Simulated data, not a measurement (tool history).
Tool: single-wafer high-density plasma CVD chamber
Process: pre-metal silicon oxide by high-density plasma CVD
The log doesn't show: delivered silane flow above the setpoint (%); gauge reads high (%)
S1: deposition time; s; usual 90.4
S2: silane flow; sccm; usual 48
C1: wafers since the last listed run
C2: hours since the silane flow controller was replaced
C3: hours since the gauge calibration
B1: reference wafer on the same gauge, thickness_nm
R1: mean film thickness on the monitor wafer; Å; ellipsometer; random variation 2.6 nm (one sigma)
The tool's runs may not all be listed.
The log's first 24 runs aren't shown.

{"run": 25, "hour": 566.3, "S1": 75.2, "S2": 43, "C1": 300, "C2": 2676.8, "C3": 1099.3, "B1": 437.312, "R1": 3206.68}
{"run": 26, "hour": 596.3, "S1": 98.9, "S2": 48, "C1": 553, "C2": 2706.8, "C3": 1129.3, "B1": 437.051, "R1": 4699.13}
{"run": 27, "hour": 623.7, "S1": 90.4, "S2": 57, "C1": 505, "C2": 2734.2, "C3": 1156.7, "B1": 438.333, "R1": 5159.43}
{"run": 28, "hour": 652.4, "S1": 94.1, "S2": 48, "C1": 529, "C2": 2762.9, "C3": 1185.4, "B1": 437.415, "R1": 4476.53}
{"run": 29, "hour": 703.7, "S1": 85.2, "S2": 44, "C1": 946, "C2": 2814.2, "C3": 1236.7, "B1": 437.08, "R1": 3700.25}
{"hour": 713.1, "done": "gauge calibrated"}
{"run": 30, "hour": 718.8, "S1": 90.4, "S2": 48, "C1": 278, "C2": 2829.3, "C3": 5.7, "B1": 436.449, "R1": 4328.31}
{"run": 31, "hour": 747.1, "S1": 85.1, "S2": 43, "C1": 522, "C2": 2857.6, "C3": 34.0, "B1": 436.849, "R1": 3591.66}
{"run": 32, "hour": 813.7, "S1": 82.7, "S2": 44, "C1": 1229, "C2": 2924.2, "C3": 100.6, "B1": 436.277, "R1": 3618.9}
{"run": 33, "hour": 827.0, "S1": 98.4, "S2": 51, "C1": 245, "C2": 2937.5, "C3": 113.9, "B1": 437.813, "R1": 4965.64}
{"run": 34, "hour": 840.0, "S1": 97.6, "S2": 57, "C1": 239, "C2": 2950.5, "C3": 126.9, "B1": 437.638, "R1": 5547.33}
{"run": 35, "hour": 868.1, "S1": 106.6, "S2": 42, "C1": 518, "C2": 2978.6, "C3": 155.0, "B1": 436.099, "R1": 4458.45}
{"run": 36, "hour": 904.6, "S1": 103.4, "S2": 54, "C1": 673, "C2": 3015.1, "C3": 191.5, "B1": 436.472, "R1": 5496.7}
{"hour": 920.3, "done": "silane flow controller replaced"}
{"run": 37, "hour": 920.8, "S1": 97.5, "S2": 48, "C1": 151, "C2": 0.5, "C3": 207.7, "B1": 436.526, "R1": 4638.4}
{"run": 38, "hour": 940.9, "S1": 105.0, "S2": 45, "C1": 371, "C2": 20.6, "C3": 227.8, "B1": 436.585, "R1": 4708.88}
{"run": 39, "hour": 1005.9, "S1": 102.8, "S2": 42, "C1": 1199, "C2": 85.6, "C3": 292.8, "B1": 437.236, "R1": 4272.8}
{"run": 40, "hour": 1025.7, "S1": 82.6, "S2": 38, "C1": 365, "C2": 105.4, "C3": 312.6, "B1": 437.943, "R1": 3107.34}
{"run": 41, "hour": 1056.7, "S1": 90.4, "S2": 48, "C1": 572, "C2": 136.4, "C3": 343.6, "B1": 437.442, "R1": 4342.44}
{"run": 42, "hour": 1068.7, "S1": 95.2, "S2": 48, "C1": 221, "C2": 148.4, "C3": 355.6, "B1": 436.646, "R1": 4537.0}
{"run": 43, "hour": 1103.4, "S1": 101.9, "S2": 41, "C1": 640, "C2": 183.1, "C3": 390.3, "B1": 437.001, "R1": 4131.88}
{"run": 44, "hour": 1136.2, "S1": 80.0, "S2": 48, "C1": 605, "C2": 215.9, "C3": 423.1, "B1": 436.142, "R1": 3779.17}
{"run": 45, "hour": 1152.2, "S1": 90.4, "S2": 39, "C1": 295, "C2": 231.9, "C3": 439.1, "B1": 437.169, "R1": 3506.32}
{"run": 46, "hour": 1178.1, "S1": 90.4, "S2": 39, "C1": 478, "C2": 257.8, "C3": 465.0, "B1": 437.68, "R1": 3497.49}

Forecast each of these 5 alternatives for the next run:
{"run": "A", "hour": 1178.5, "S1": 90.4, "S2": 48, "C1": 7, "C2": 258.2, "C3": 465.4, "B1": "?", "R1": "?"}
{"run": "B", "hour": 1178.5, "S1": 76.1, "S2": 48, "C1": 7, "C2": 258.2, "C3": 465.4, "B1": "?", "R1": "?"}
{"run": "C", "hour": 1178.5, "S1": 75.2, "S2": 39, "C1": 7, "C2": 258.2, "C3": 465.4, "B1": "?", "R1": "?"}
{"run": "D", "hour": 1178.5, "S1": 100.4, "S2": 54, "C1": 7, "C2": 258.2, "C3": 465.4, "B1": "?", "R1": "?"}
{"run": "E", "hour": 1178.5, "S1": 74.3, "S2": 51, "C1": 7, "C2": 258.2, "C3": 465.4, "B1": "?", "R1": "?"}

run=A B1=438.506 R1=4322.30
run=B B1=438.506 R1=3638.57
run=C B1=438.506 R1=2921.38
run=D B1=438.506 R1=5400.48
run=E B1=438.506 R1=3774.54
Without the tool's hidden state the same runs would have given:
run=A R1=4322.30
run=B R1=3638.57
run=C R1=2921.38
run=D R1=5400.48
run=E R1=3774.54
